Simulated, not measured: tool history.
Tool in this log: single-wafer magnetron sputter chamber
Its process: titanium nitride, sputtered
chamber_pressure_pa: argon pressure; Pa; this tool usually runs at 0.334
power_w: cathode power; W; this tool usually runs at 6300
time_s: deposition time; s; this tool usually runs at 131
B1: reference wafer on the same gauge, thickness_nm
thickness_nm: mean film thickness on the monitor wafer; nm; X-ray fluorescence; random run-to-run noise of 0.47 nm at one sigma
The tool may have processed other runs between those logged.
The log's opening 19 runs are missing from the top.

run 20 hour=1026.5 | chamber_pressure_pa=0.438 power_w=7750 time_s=153 | B1=152.034 | thickness_nm=225.165
-- hour=1087.5 sputter target and shields replaced
run 21 hour=1096.1 | chamber_pressure_pa=0.300 power_w=7000 time_s=113 | B1=152.060 | thickness_nm=159.686
run 22 hour=1145.3 | chamber_pressure_pa=0.334 power_w=6300 time_s=120 | B1=151.869 | thickness_nm=151.384
run 23 hour=1197.2 | chamber_pressure_pa=0.334 power_w=6300 time_s=155 | B1=152.039 | thickness_nm=194.916
run 24 hour=1231.2 | chamber_pressure_pa=0.261 power_w=6950 time_s=156 | B1=152.027 | thickness_nm=221.649
run 25 hour=1295.1 | chamber_pressure_pa=0.334 power_w=6300 time_s=115 | B1=151.951 | thickness_nm=145.061
run 26 hour=1359.1 | chamber_pressure_pa=0.334 power_w=6300 time_s=117 | B1=152.105 | thickness_nm=147.655
run 27 hour=1426.0 | chamber_pressure_pa=0.334 power_w=6300 time_s=131 | B1=152.040 | thickness_nm=164.774
run 28 hour=1482.3 | chamber_pressure_pa=0.334 power_w=5600 time_s=118 | B1=152.011 | thickness_nm=131.547
run 29 hour=1515.3 | chamber_pressure_pa=0.334 power_w=6300 time_s=131 | B1=152.022 | thickness_nm=164.150
-- hour=1555.7 capacitance manometer re-zeroed and calibrated
run 30 hour=1558.0 | chamber_pressure_pa=0.334 power_w=7100 time_s=131 | B1=151.985 | thickness_nm=182.315
run 31 hour=1612.2 | chamber_pressure_pa=0.334 power_w=6300 time_s=131 | B1=151.994 | thickness_nm=160.605
run 32 hour=1637.4 | chamber_pressure_pa=0.388 power_w=4750 time_s=131 | B1=151.940 | thickness_nm=119.930
run 33 hour=1664.2 | chamber_pressure_pa=0.334 power_w=6300 time_s=151 | B1=152.012 | thickness_nm=184.991
-- hour=1707.3 sputter target and shields replaced
run 34 hour=1715.5 | chamber_pressure_pa=0.402 power_w=7850 time_s=146 | B1=151.964 | thickness_nm=224.376

What if the next run were any one of these 4? Each begins from the tool's condition after run 34:
run A hour=1715.9 | chamber_pressure_pa=0.334 power_w=6300 time_s=131 | B1=? | thickness_nm=?
run B hour=1715.9 | chamber_pressure_pa=0.395 power_w=6300 time_s=156 | B1=? | thickness_nm=?
run C hour=1715.9 | chamber_pressure_pa=0.429 power_w=6300 time_s=145 | B1=? | thickness_nm=?
run D hour=1715.9 | chamber_pressure_pa=0.387 power_w=6300 time_s=108 | B1=? | thickness_nm=?

run=A B1=152.042 thickness_nm=164.408
run=B B1=152.042 thickness_nm=192.432
run=C B1=152.042 thickness_nm=177.158
run=D B1=152.042 thickness_nm=133.523
What these runs would have given with no unlogged condition in the tool:
run=A thickness_nm=164.901
run=B thickness_nm=193.015
run=C thickness_nm=177.697
run=D thickness_nm=133.927
